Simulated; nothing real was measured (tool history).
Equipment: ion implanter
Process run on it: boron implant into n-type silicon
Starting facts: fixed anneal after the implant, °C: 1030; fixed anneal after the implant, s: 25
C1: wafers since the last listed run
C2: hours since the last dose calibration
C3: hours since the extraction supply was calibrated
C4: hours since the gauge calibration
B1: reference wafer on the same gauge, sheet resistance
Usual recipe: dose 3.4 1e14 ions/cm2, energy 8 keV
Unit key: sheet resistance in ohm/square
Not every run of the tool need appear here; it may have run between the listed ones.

{"run": 1, "hour": 0.0, "dose": 3.4, "energy": 8, "C1": 0, "C2": 949.2, "C3": 5456, "C4": 609.6, "B1": 359.59, "sheet resistance": 315.72}
{"run": 2, "hour": 32.9, "dose": 3.4, "energy": 8, "C1": 686, "C2": 982.1, "C3": 5488.9, "C4": 642.5, "B1": 359.28, "sheet resistance": 314.43}
{"run": 3, "hour": 60.3, "dose": 3.4, "energy": 8, "C1": 571, "C2": 1009.5, "C3": 5516.3, "C4": 669.9, "B1": 358.91, "sheet resistance": 315.03}
{"run": 4, "hour": 89.2, "dose": 4.02, "energy": 8, "C1": 602, "C2": 1038.4, "C3": 5545.2, "C4": 698.8, "B1": 358.69, "sheet resistance": 273.04}
{"run": 5, "hour": 113.4, "dose": 4.02, "energy": 8, "C1": 504, "C2": 1062.6, "C3": 5569.4, "C4": 723, "B1": 357.75, "sheet resistance": 272.23}
{"run": 6, "hour": 139.1, "dose": 4.02, "energy": 8, "C1": 536, "C2": 1088.3, "C3": 5595.1, "C4": 748.7, "B1": 358.08, "sheet resistance": 272.22}
{"run": 7, "hour": 153.8, "dose": 3.4, "energy": 10, "C1": 306, "C2": 1103, "C3": 5609.8, "C4": 763.4, "B1": 357.86, "sheet resistance": 304.01}
{"run": 8, "hour": 182.2, "dose": 3.4, "energy": 10, "C1": 592, "C2": 1131.4, "C3": 5638.2, "C4": 791.8, "B1": 357.42, "sheet resistance": 306.01}
{"run": 9, "hour": 199.2, "dose": 3.4, "energy": 10, "C1": 354, "C2": 1148.4, "C3": 5655.2, "C4": 808.8, "B1": 357.24, "sheet resistance": 305.96}
{"run": 10, "hour": 236.2, "dose": 3.84, "energy": 8, "C1": 771, "C2": 1185.4, "C3": 5692.2, "C4": 845.8, "B1": 356.99, "sheet resistance": 282.23}
{"run": 11, "hour": 249.4, "dose": 3.84, "energy": 8, "C1": 275, "C2": 1198.6, "C3": 5705.4, "C4": 859, "B1": 356.43, "sheet resistance": 280.56}
{"run": 12, "hour": 285.0, "dose": 3.84, "energy": 8, "C1": 742, "C2": 1234.2, "C3": 5741, "C4": 894.6, "B1": 355.94, "sheet resistance": 281.2}
{"run": 13, "hour": 318.6, "dose": 3.4, "energy": 7, "C1": 700, "C2": 1267.8, "C3": 5774.6, "C4": 928.2, "B1": 355.43, "sheet resistance": 316.34}
{"run": 14, "hour": 345.6, "dose": 3.4, "energy": 7, "C1": 563, "C2": 1294.8, "C3": 5801.6, "C4": 955.2, "B1": 354.73, "sheet resistance": 314.41}
{"run": 15, "hour": 363.4, "dose": 3.4, "energy": 9.5, "C1": 371, "C2": 1312.6, "C3": 5819.4, "C4": 973, "B1": 355.06, "sheet resistance": 305.33}
{"run": 16, "hour": 387.0, "dose": 3.4, "energy": 9.5, "C1": 492, "C2": 1336.2, "C3": 5843, "C4": 996.6, "B1": 354.44, "sheet resistance": 303.72}
{"run": 17, "hour": 415.3, "dose": 4.16, "energy": 10.5, "C1": 590, "C2": 1364.5, "C3": 5871.3, "C4": 1024.9, "B1": 353.72, "sheet resistance": 252.89}
{"hour": 426.8, "done": "gauge calibrated"}
{"run": 18, "hour": 450.2, "dose": 2.78, "energy": 9.5, "C1": 727, "C2": 1399.4, "C3": 5906.2, "C4": 23.4, "B1": 364.04, "sheet resistance": 370.72}
{"run": 19, "hour": 464.6, "dose": 4.31, "energy": 8, "C1": 300, "C2": 1413.8, "C3": 5920.6, "C4": 37.8, "B1": 363.99, "sheet resistance": 259.98}
{"run": 20, "hour": 490.4, "dose": 2.72, "energy": 9, "C1": 538, "C2": 1439.6, "C3": 5946.4, "C4": 63.6, "B1": 364.17, "sheet resistance": 381.24}
{"run": 21, "hour": 526.4, "dose": 2.51, "energy": 6, "C1": 750, "C2": 1475.6, "C3": 5982.4, "C4": 99.6, "B1": 363.88, "sheet resistance": 428.85}
{"hour": 570.9, "done": "Faraday cup replaced and dose calibrated"}
{"hour": 594.6, "done": "extraction supply calibrated"}
{"run": 22, "hour": 609.1, "dose": 2.8, "energy": 9.5, "C1": 1391, "C2": 38.2, "C3": 14.5, "C4": 182.3, "B1": 363.74, "sheet resistance": 367.25}
{"run": 23, "hour": 638.8, "dose": 3.04, "energy": 7, "C1": 619, "C2": 67.9, "C3": 44.2, "C4": 212, "B1": 363.89, "sheet resistance": 355.06}
{"run": 24, "hour": 653.9, "dose": 2.9, "energy": 9, "C1": 314, "C2": 83, "C3": 59.3, "C4": 227.1, "B1": 363.64, "sheet resistance": 359.45}
{"run": 25, "hour": 687.9, "dose": 3.05, "energy": 6, "C1": 709, "C2": 117, "C3": 93.3, "C4": 261.1, "B1": 363.12, "sheet resistance": 363.16}
{"run": 26, "hour": 721.5, "dose": 3.06, "energy": 9.5, "C1": 700, "C2": 150.6, "C3": 126.9, "C4": 294.7, "B1": 363.47, "sheet resistance": 343.61}
{"run": 27, "hour": 763.3, "dose": 4.4, "energy": 5.5, "C1": 871, "C2": 192.4, "C3": 168.7, "C4": 336.5, "B1": 362.92, "sheet resistance": 264.55}
{"run": 28, "hour": 785.8, "dose": 2.74, "energy": 6.5, "C1": 469, "C2": 214.9, "C3": 191.2, "C4": 359, "B1": 362.77, "sheet resistance": 390.01}
{"run": 29, "hour": 816.2, "dose": 2.42, "energy": 8, "C1": 634, "C2": 245.3, "C3": 221.6, "C4": 389.4, "B1": 362.29, "sheet resistance": 422.88}
{"run": 30, "hour": 841.7, "dose": 2.78, "energy": 9.5, "C1": 531, "C2": 270.8, "C3": 247.1, "C4": 414.9, "B1": 362.45, "sheet resistance": 368.42}
{"run": 31, "hour": 873.7, "dose": 3.05, "energy": 6, "C1": 667, "C2": 302.8, "C3": 279.1, "C4": 446.9, "B1": 362.53, "sheet resistance": 360.47}
{"run": 32, "hour": 895.7, "dose": 4.07, "energy": 10.5, "C1": 458, "C2": 324.8, "C3": 301.1, "C4": 468.9, "B1": 362.66, "sheet resistance": 265.71}
{"run": 33, "hour": 918.4, "dose": 3.4, "energy": 8, "C1": 473, "C2": 347.5, "C3": 323.8, "C4": 491.6, "B1": 361.98, "sheet resistance": 317.81}
{"run": 34, "hour": 953.3, "dose": 3.4, "energy": 5.5, "C1": 727, "C2": 382.4, "C3": 358.7, "C4": 526.5, "B1": 361.75, "sheet resistance": 332.51}
{"run": 35, "hour": 981.5, "dose": 3.4, "energy": 6, "C1": 588, "C2": 410.6, "C3": 386.9, "C4": 554.7, "B1": 362.07, "sheet resistance": 326.89}
{"run": 36, "hour": 999.0, "dose": 3.4, "energy": 8, "C1": 365, "C2": 428.1, "C3": 404.4, "C4": 572.2, "B1": 361.76, "sheet resistance": 316.31}

Measured result minus the same run's result without the hidden state. Both carry the same run-to-run variation, though not necessarily the same gauge scatter:
Unlogged tool condition in this case: deviation of the true dose from the Faraday cup's reading, %; deviation of the true energy from its setpoint, %; gauge reads high (%).
run=1 sheet_resistance=-2.99
run=2 sheet_resistance=-3.29
run=3 sheet_resistance=-3.56
run=4 sheet_resistance=-3.34
run=5 sheet_resistance=-3.56
run=6 sheet_resistance=-3.81
run=7 sheet_resistance=-4.41
run=8 sheet_resistance=-4.77
run=9 sheet_resistance=-4.96
run=10 sheet_resistance=-5
run=11 sheet_resistance=-5.12
run=12 sheet_resistance=-5.56
run=13 sheet_resistance=-6.72
run=14 sheet_resistance=-7.07
run=15 sheet_resistance=-7.11
run=16 sheet_resistance=-7.42
run=17 sheet_resistance=-6.53
run=18 sheet_resistance=+1.12
run=19 sheet_resistance=+0.78
run=20 sheet_resistance=+1.12
run=21 sheet_resistance=+1.21
run=22 sheet_resistance=+0.83
run=23 sheet_resistance=+0.71
run=24 sheet_resistance=+0.67
run=25 sheet_resistance=+0.53
run=26 sheet_resistance=+0.35
run=27 sheet_resistance=+0.11
run=28 sheet_resistance=+0.02
run=29 sheet_resistance=-0.2
run=30 sheet_resistance=-0.35
run=31 sheet_resistance=-0.57
run=32 sheet_resistance=-0.55
run=33 sheet_resistance=-0.82
run=34 sheet_resistance=-1.13
run=35 sheet_resistance=-1.35
run=36 sheet_resistance=-1.46

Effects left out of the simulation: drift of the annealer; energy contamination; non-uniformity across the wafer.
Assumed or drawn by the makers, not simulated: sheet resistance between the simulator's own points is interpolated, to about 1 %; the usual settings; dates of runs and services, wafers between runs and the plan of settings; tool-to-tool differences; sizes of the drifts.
